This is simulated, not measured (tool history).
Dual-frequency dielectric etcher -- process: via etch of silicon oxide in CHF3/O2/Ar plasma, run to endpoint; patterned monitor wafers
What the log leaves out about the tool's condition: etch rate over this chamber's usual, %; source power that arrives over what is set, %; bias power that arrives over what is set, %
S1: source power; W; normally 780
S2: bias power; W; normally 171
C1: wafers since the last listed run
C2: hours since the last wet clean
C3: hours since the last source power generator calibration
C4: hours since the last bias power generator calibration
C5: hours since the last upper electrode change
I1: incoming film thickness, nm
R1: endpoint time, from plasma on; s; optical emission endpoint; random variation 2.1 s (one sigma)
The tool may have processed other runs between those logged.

run,day,S1,S2,C1,C2,C3,C4,C5,I1,R1
1,0.000,780,187,0,396.0,3982.2,1829.7,2169.1,703.5,291.0
2,1.858,780,187,164,440.6,4026.8,1874.3,2213.7,700.2,289.3
3,2.525,780,171,58,456.6,4042.8,1890.3,2229.7,708.1,294.8
4,2.946,780,171,37,466.7,4052.9,1900.4,2239.8,705.6,298.0
5,3.333,780,141,34,476.0,4062.2,1909.7,2249.1,707.7,315.3
6,3.767,780,141,38,486.4,4072.6,1920.1,2259.5,713.2,317.3
7,4.417,780,141,57,502.0,4088.2,1935.7,2275.1,708.1,315.1
8,4.812,780,171,34,511.5,4097.7,1945.2,2284.6,708.3,298.7
9,5.250,780,171,38,522.0,4108.2,1955.7,2295.1,712.5,298.2
# day 6.304: wet clean of the chamber
10,6.325,780,171,6,0.5,4134.0,1981.5,2320.9,706.3,292.6
11,6.342,780,171,1,0.9,4134.4,1981.9,2321.3,710.9,292.0
# day 6.550: source power generator calibrated
12,6.671,780,171,14,8.8,2.9,1989.8,2329.2,712.8,297.3
# day 7.167: bias power generator calibrated
13,7.404,780,171,50,26.4,20.5,5.7,2346.8,712.7,296.3
# day 8.829: upper electrode replaced
14,8.850,780,171,39,61.1,55.2,40.4,0.5,714.7,296.0
15,8.867,780,171,1,61.5,55.6,40.8,0.9,708.2,292.6
16,9.667,700,147,70,80.7,74.8,60.0,20.1,715.2,320.7
# day 11.183: wet clean of the chamber, repeated, since the last time left the tool worse
17,11.204,780,171,47,0.5,111.7,96.9,57.0,701.6,305.5
18,11.221,700,159,1,0.9,112.1,97.3,57.4,705.2,330.3
19,11.704,780,171,42,12.5,123.7,108.9,69.0,712.2,311.3

Run 20 comes next. What will it give?
20,12.238,670,207,47,25.3,136.5,121.7,81.8,702.2,?

R1: 304.5 s
Were there no unlogged condition in the tool, this run, its random variation unchanged, would have produced R1 306.4 s.
